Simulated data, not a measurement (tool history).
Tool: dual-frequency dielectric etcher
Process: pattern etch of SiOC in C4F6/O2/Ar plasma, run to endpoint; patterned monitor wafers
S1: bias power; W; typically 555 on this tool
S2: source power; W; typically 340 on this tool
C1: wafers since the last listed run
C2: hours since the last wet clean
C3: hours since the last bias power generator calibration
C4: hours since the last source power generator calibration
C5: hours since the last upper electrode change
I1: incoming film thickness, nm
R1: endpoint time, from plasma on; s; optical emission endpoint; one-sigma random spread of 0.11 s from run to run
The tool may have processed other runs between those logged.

run 1 hour=0.0 | S1=555 S2=340 | C1=0 C2=0.5 C3=4107.3 C4=4309.5 C5=2106.0 | I1=42.43 | R1=16.5
-- hour=24.4 upper electrode replaced
run 2 hour=24.9 | S1=641 S2=340 | C1=22 C2=25.4 C3=4132.2 C4=4334.4 C5=0.5 | I1=42.53 | R1=15.4
run 3 hour=25.2 | S1=641 S2=340 | C1=7 C2=25.7 C3=4132.5 C4=4334.7 C5=0.8 | I1=43.00 | R1=15.6
run 4 hour=25.5 | S1=555 S2=340 | C1=7 C2=26.0 C3=4132.8 C4=4335.0 C5=1.1 | I1=42.37 | R1=16.3
run 5 hour=33.2 | S1=555 S2=340 | C1=189 C2=33.7 C3=4140.5 C4=4342.7 C5=8.8 | I1=42.16 | R1=16.5
run 6 hour=39.6 | S1=590 S2=380 | C1=157 C2=40.1 C3=4146.9 C4=4349.1 C5=15.2 | I1=42.68 | R1=15.5
run 7 hour=47.4 | S1=590 S2=380 | C1=191 C2=47.9 C3=4154.7 C4=4356.9 C5=23.0 | I1=42.30 | R1=15.1
-- hour=58.4 source power generator calibrated
run 8 hour=59.5 | S1=555 S2=340 | C1=199 C2=60.0 C3=4166.8 C4=1.1 C5=35.1 | I1=42.64 | R1=16.4
run 9 hour=67.4 | S1=555 S2=300 | C1=194 C2=67.9 C3=4174.7 C4=9.0 C5=43.0 | I1=42.48 | R1=17.1
run 10 hour=78.1 | S1=555 S2=300 | C1=263 C2=78.6 C3=4185.4 C4=19.7 C5=53.7 | I1=42.47 | R1=17.1
-- hour=107.4 wet clean of the chamber, repeated, since the last time left the tool worse
run 11 hour=107.9 | S1=642 S2=320 | C1=142 C2=0.5 C3=4215.2 C4=49.5 C5=83.5 | I1=42.14 | R1=15.0
run 12 hour=108.2 | S1=631 S2=370 | C1=7 C2=0.8 C3=4215.5 C4=49.8 C5=83.8 | I1=42.55 | R1=14.3
run 13 hour=108.5 | S1=555 S2=390 | C1=7 C2=1.1 C3=4215.8 C4=50.1 C5=84.1 | I1=42.28 | R1=14.4
run 14 hour=108.8 | S1=555 S2=340 | C1=7 C2=1.4 C3=4216.1 C4=50.4 C5=84.4 | I1=42.69 | R1=15.5
run 15 hour=119.0 | S1=555 S2=340 | C1=251 C2=11.6 C3=4226.3 C4=60.6 C5=94.6 | I1=42.59 | R1=15.5
run 16 hour=134.8 | S1=638 S2=340 | C1=388 C2=27.4 C3=4242.1 C4=76.4 C5=110.4 | I1=42.62 | R1=14.7
run 17 hour=143.6 | S1=659 S2=370 | C1=216 C2=36.2 C3=4250.9 C4=85.2 C5=119.2 | I1=42.37 | R1=13.8
run 18 hour=160.7 | S1=510 S2=270 | C1=420 C2=53.3 C3=4268.0 C4=102.3 C5=136.3 | I1=42.68 | R1=17.8
run 19 hour=173.7 | S1=555 S2=360 | C1=319 C2=66.3 C3=4281.0 C4=115.3 C5=149.3 | I1=42.74 | R1=15.1
run 20 hour=182.8 | S1=592 S2=370 | C1=223 C2=75.4 C3=4290.1 C4=124.4 C5=158.4 | I1=42.90 | R1=14.5
run 21 hour=197.5 | S1=468 S2=270 | C1=361 C2=90.1 C3=4304.8 C4=139.1 C5=173.1 | I1=42.10 | R1=18.2
run 22 hour=205.7 | S1=665 S2=340 | C1=201 C2=98.3 C3=4313.0 C4=147.3 C5=181.3 | I1=42.72 | R1=14.7
-- hour=216.0 bias power generator calibrated
run 23 hour=218.6 | S1=427 S2=270 | C1=219 C2=111.2 C3=2.6 C4=160.2 C5=194.2 | I1=42.37 | R1=19.1
run 24 hour=236.0 | S1=594 S2=390 | C1=428 C2=128.6 C3=20.0 C4=177.6 C5=211.6 | I1=42.84 | R1=14.2
run 25 hour=243.5 | S1=443 S2=260 | C1=184 C2=136.1 C3=27.5 C4=185.1 C5=219.1 | I1=42.47 | R1=18.9
run 26 hour=255.7 | S1=555 S2=340 | C1=300 C2=148.3 C3=39.7 C4=197.3 C5=231.3 | I1=42.40 | R1=15.6
run 27 hour=264.8 | S1=555 S2=340 | C1=223 C2=157.4 C3=48.8 C4=206.4 C5=240.4 | I1=42.39 | R1=15.7
run 28 hour=282.4 | S1=423 S2=340 | C1=433 C2=175.0 C3=66.4 C4=224.0 C5=258.0 | I1=42.65 | R1=17.4
run 29 hour=299.4 | S1=436 S2=410 | C1=418 C2=192.0 C3=83.4 C4=241.0 C5=275.0 | I1=42.47 | R1=15.9

Expected results for the next run?
run 30 hour=310.5 | S1=555 S2=410 | C1=273 C2=203.1 C3=94.5 C4=252.1 C5=286.1 | I1=42.55 | R1=?

R1: 14.5 s
If the tool had no hidden condition, the same run with the same run-to-run variation would have returned R1 14.3 s.
